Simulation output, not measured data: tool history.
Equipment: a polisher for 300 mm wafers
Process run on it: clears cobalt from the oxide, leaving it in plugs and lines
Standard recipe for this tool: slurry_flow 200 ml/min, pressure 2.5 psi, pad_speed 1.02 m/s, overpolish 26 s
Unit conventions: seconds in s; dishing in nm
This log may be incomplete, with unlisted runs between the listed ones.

run     day  slurry_flow  pressure  pad_speed  overpolish  incoming thickness of the incoming film, nm  seconds  dishing
  1       0          200       2.5       1.02          35                                        402.1     68.4     38.8
      1.046  -- head pressure recalibrated
  2   2.329          200       2.5       1.02          26                                        394.9       76     36.8
  3   4.046          225       2.5       1.02          26                                        400.9     75.3     38.4
  4   6.038          225       2.5       1.02          26                                        398.5     73.1     37.8
      6.396  -- worn pad replaced by a new one
  5   8.904          200       2.5       1.02          26                                        403.5     79.8     37.2
  6    11.6          200       2.5       1.02          26                                        397.2     75.6     36.8
  7  12.671          200       2.5       1.02          26                                        400.5     74.2     38.3
  8  13.871          200       2.7       1.02          26                                        400.9     70.2     36.6
     14.688  -- worn pad replaced by a new one
  9  14.958          230       1.9       1.02          26                                        397.2     95.7       37
     15.196  -- slurry nozzle cleaned
 10  16.012          200       2.5       1.02          26                                        399.1     74.2     37.2
 11  18.612          200       2.5       1.02          26                                        401.2     72.6       38
 12  20.017          260       2.2       1.02          26                                        397.1     81.7     36.8
 13  22.729          200       2.5       1.02          26                                        393.7       71     38.8
     23.725  -- worn pad replaced by a new one
 14   24.25          145       3.3       0.86          42                                        404.2     67.3     38.4
 15  26.875          200       2.5       1.02          17                                        406.3     74.9     34.9
     33.029  -- head pressure recalibrated
     33.312  -- worn pad replaced by a new one
 16  35.167          200       2.5        0.8          26                                        400.4     92.5     35.8
 17  36.592          250       2.5       0.82          26                                        398.6     84.8     37.6
 18  38.758          200       2.5       1.02          26                                        400.8     76.5     37.2
 19  40.492          225         2       1.24          11                                        403.7     79.6     28.4
     42.112  -- worn pad replaced by a new one
 20  42.133          250       2.5       0.82          26                                        401.9     87.9     36.6

State the hidden condition of the tool at each of the runs:
removal rate lost through wear of the pad, %: 0 across all the runs
slurry flow missing at the pad, %: 0 across all the runs
H1: deviation of the head's pressure from its setpoint, %
run      H1
  1    10.7
  2  -0.809
  3  -0.753
  4  -0.633
  5  -0.353
  6  0.0228
  7   0.203
  8   0.425
  9   0.646
 10   0.876
 11    1.52
 12    1.91
 13    2.74
 14    3.26
 15    4.24
 16   0.257
 17   0.319
 18   0.471
 19   0.644
 20   0.851
